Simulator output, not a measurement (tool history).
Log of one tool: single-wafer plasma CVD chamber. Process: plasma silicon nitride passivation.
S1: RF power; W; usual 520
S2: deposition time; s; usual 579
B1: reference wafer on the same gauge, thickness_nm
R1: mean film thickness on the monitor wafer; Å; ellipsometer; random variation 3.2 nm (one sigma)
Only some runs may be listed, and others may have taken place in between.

run 1 day=0.000 | S1=570 S2=579 | B1=810.637 | R1=9244.73
run 2 day=2.258 | S1=590 S2=636 | B1=811.243 | R1=10282.58
run 3 day=4.896 | S1=590 S2=636 | B1=813.588 | R1=10324.22
run 4 day=7.858 | S1=520 S2=520 | B1=813.379 | R1=8191.69
run 5 day=12.096 | S1=520 S2=537 | B1=814.232 | R1=8396.45
run 6 day=15.396 | S1=520 S2=537 | B1=816.530 | R1=8481.29
run 7 day=17.704 | S1=520 S2=537 | B1=815.552 | R1=8386.94
run 8 day=19.354 | S1=520 S2=579 | B1=816.818 | R1=9114.54
-- day=19.879 RF generator calibrated
-- day=21.688 gauge calibrated
run 9 day=21.750 | S1=520 S2=579 | B1=791.151 | R1=8858.92
run 10 day=25.783 | S1=520 S2=579 | B1=798.133 | R1=8867.20
run 11 day=29.954 | S1=560 S2=496 | B1=802.532 | R1=7828.87
run 12 day=32.250 | S1=550 S2=519 | B1=805.442 | R1=8206.31
run 13 day=34.229 | S1=425 S2=522 | B1=807.317 | R1=7611.84
run 14 day=37.312 | S1=490 S2=676 | B1=807.996 | R1=10350.79
run 15 day=40.954 | S1=520 S2=579 | B1=811.355 | R1=9023.45
-- day=46.283 showerhead replaced
run 16 day=53.421 | S1=605 S2=668 | B1=814.875 | R1=10972.15
run 17 day=54.971 | S1=550 S2=493 | B1=815.691 | R1=7887.86
run 18 day=56.638 | S1=560 S2=496 | B1=815.386 | R1=7927.75
run 19 day=59.125 | S1=520 S2=629 | B1=815.708 | R1=9850.13
run 20 day=61.596 | S1=445 S2=656 | B1=814.737 | R1=9895.43

Difference, measured minus no-hidden-state, one row per run. Run-to-run variation is common to both terms; the gauge's own scatter need not be:
Hidden state present: delivered RF power above the setpoint (%); gauge reads high (%).
run=1 R1=+238.31
run=2 R1=+278.25
run=3 R1=+292.47
run=4 R1=+241.73
run=5 R1=+258.89
run=6 R1=+268.29
run=7 R1=+269.18
run=8 R1=+295.17
run=9 R1=+12.14
run=10 R1=+82.89
run=11 R1=+121.60
run=12 R1=+149.72
run=13 R1=+154.22
run=14 R1=+237.07
run=15 R1=+229.06
run=16 R1=+333.94
run=17 R1=+243.07
run=18 R1=+247.20
run=19 R1=+311.84
run=20 R1=+317.24
